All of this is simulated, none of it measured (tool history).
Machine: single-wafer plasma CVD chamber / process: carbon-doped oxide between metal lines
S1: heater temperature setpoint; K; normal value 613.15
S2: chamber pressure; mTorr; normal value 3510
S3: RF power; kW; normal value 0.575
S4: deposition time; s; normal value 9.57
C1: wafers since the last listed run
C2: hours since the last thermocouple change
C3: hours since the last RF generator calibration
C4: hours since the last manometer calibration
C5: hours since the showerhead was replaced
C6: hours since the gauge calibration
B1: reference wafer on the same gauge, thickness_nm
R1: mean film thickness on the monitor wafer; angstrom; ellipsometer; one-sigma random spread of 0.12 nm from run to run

run   hour      S1    S2     S3     S4    C1      C2      C3      C4      C5     C6      B1      R1
  1    0.0  610.15  3510  0.575   9.57     0  1970.0  1673.0   723.5  4618.2  131.5  60.710  567.81
  2   21.6  610.15  3510  0.575   9.57  1192  1991.6  1694.6   745.1  4639.8  153.1  60.607  569.17
  3   47.5  613.15  3510  0.655   9.57  1429  2017.5  1720.5   771.0  4665.7  179.0  60.616  603.26
      59.4  -- thermocouple changed; heater temperature recalibrated
  4   77.4  613.15  3510  0.655   9.57  1209    18.0  1750.4   800.9  4695.6  208.9  60.547  601.36
  5  100.1  613.15  3510  0.655   9.57  1253    40.7  1773.1   823.6  4718.3  231.6  60.456  600.42
  6  117.5  613.15  4130  0.575   9.57   960    58.1  1790.5   841.0  4735.7  249.0  60.421  573.32
  7  153.3  613.15  4130  0.575   9.57  1976    93.9  1826.3   876.8  4771.5  284.8  60.430  571.22
  8  185.0  613.15  3510  0.575   9.57  1750   125.6  1858.0   908.5  4803.2  316.5  60.408  558.39
  9  201.8  613.15  4220  0.575   8.72   927   142.4  1874.8   925.3  4820.0  333.3  60.336  525.86
 10  225.3  600.15  3510  0.460   8.00  1297   165.9  1898.3   948.8  4843.5  356.8  60.343  433.69
 11  255.2  601.15  3510  0.575   9.57  1650   195.8  1928.2   978.7  4873.4  386.7  60.233  581.23
 12  280.0  599.15  3510  0.630  11.22  1369   220.6  1953.0  1003.5  4898.2  411.5  60.341  714.52
 13  344.7  602.15  2990  0.575   9.57  3571   285.3  2017.7  1068.2  4962.9  476.2  60.249  565.88
     353.5  -- gauge calibrated
     367.6  -- RF generator calibrated
     371.4  -- capacitance manometer re-zeroed and calibrated
 14  371.9  613.15  3510  0.575   9.57   851   312.5     4.3     0.5  4990.1   18.4  61.217  567.17
 15  379.1  613.15  3510  0.575   7.71   397   319.7    11.5     7.7  4997.3   25.6  61.261  459.20
 16  410.5  606.15  3000  0.615  11.14  1733   351.1    42.9    39.1  5028.7   57.0  61.058  685.85
     443.2  -- showerhead replaced
 17  443.7  613.15  3510  0.575   9.57  1391   384.3    76.1    72.3     0.5   90.2  60.984  565.95
 18  454.1  613.15  3780  0.575   8.03   574   394.7    86.5    82.7    10.9  100.6  60.916  482.30
 19  486.6  613.15  3510  0.655   9.57  1794   427.2   119.0   115.2    43.4  133.1  60.795  603.37
 20  498.6  613.15  3510  0.575   9.57   662   439.2   131.0   127.2    55.4  145.1  60.721  562.09
 21  523.2  613.15  3510  0.655   9.57  1358   463.8   155.6   151.8    80.0  169.7  60.655  602.37
 22  550.3  613.15  3740  0.575   9.57  1496   490.9   182.7   178.9   107.1  196.8  60.642  567.26
 23  567.9  627.15  3510  0.575   8.60   971   508.5   200.3   196.5   124.7  214.4  60.604  488.11
 24  588.2  621.15  3900  0.470   9.57  1120   528.8   220.6   216.8   145.0  234.7  60.544  499.30
 25  613.8  613.15  3510  0.575   9.57  1413   554.4   246.2   242.4   170.6  260.3  60.543  561.09
 26  635.8  613.15  3690  0.575   9.57  1214   576.4   268.2   264.4   192.6  282.3  60.409  566.17
 27  659.7  613.15  2960  0.640   9.57  1319   600.3   292.1   288.3   216.5  306.2  60.424  582.99
 28  687.6  613.15  2820  0.575  10.09  1540   628.2   320.0   316.2   244.4  334.1  60.413  579.13

Each row is a separate what-if for the run after 28, all from the same tool condition, not one after another. Results?
  A  688.0  613.15  3510  0.575  10.54  22  628.6  320.4  316.6  244.8  334.5   ?   ?
  B  688.0  621.15  2860  0.605  10.65  22  628.6  320.4  316.6  244.8  334.5   ?   ?
  C  688.0  600.15  3110  0.665   9.57  22  628.6  320.4  316.6  244.8  334.5   ?   ?
  D  688.0  613.15  4050  0.540   8.52  22  628.6  320.4  316.6  244.8  334.5   ?   ?
  E  688.0  602.15  4030  0.685  10.79  22  628.6  320.4  316.6  244.8  334.5   ?   ?

run      B1      R1
  A  60.338  615.33
  B  60.338  612.85
  C  60.338  619.41
  D  60.338  492.21
  E  60.338  726.95
What these runs would have given with no unlogged condition in the tool:
run      R1
  A  626.60
  B  624.08
  C  630.76
  D  501.22
  E  740.26
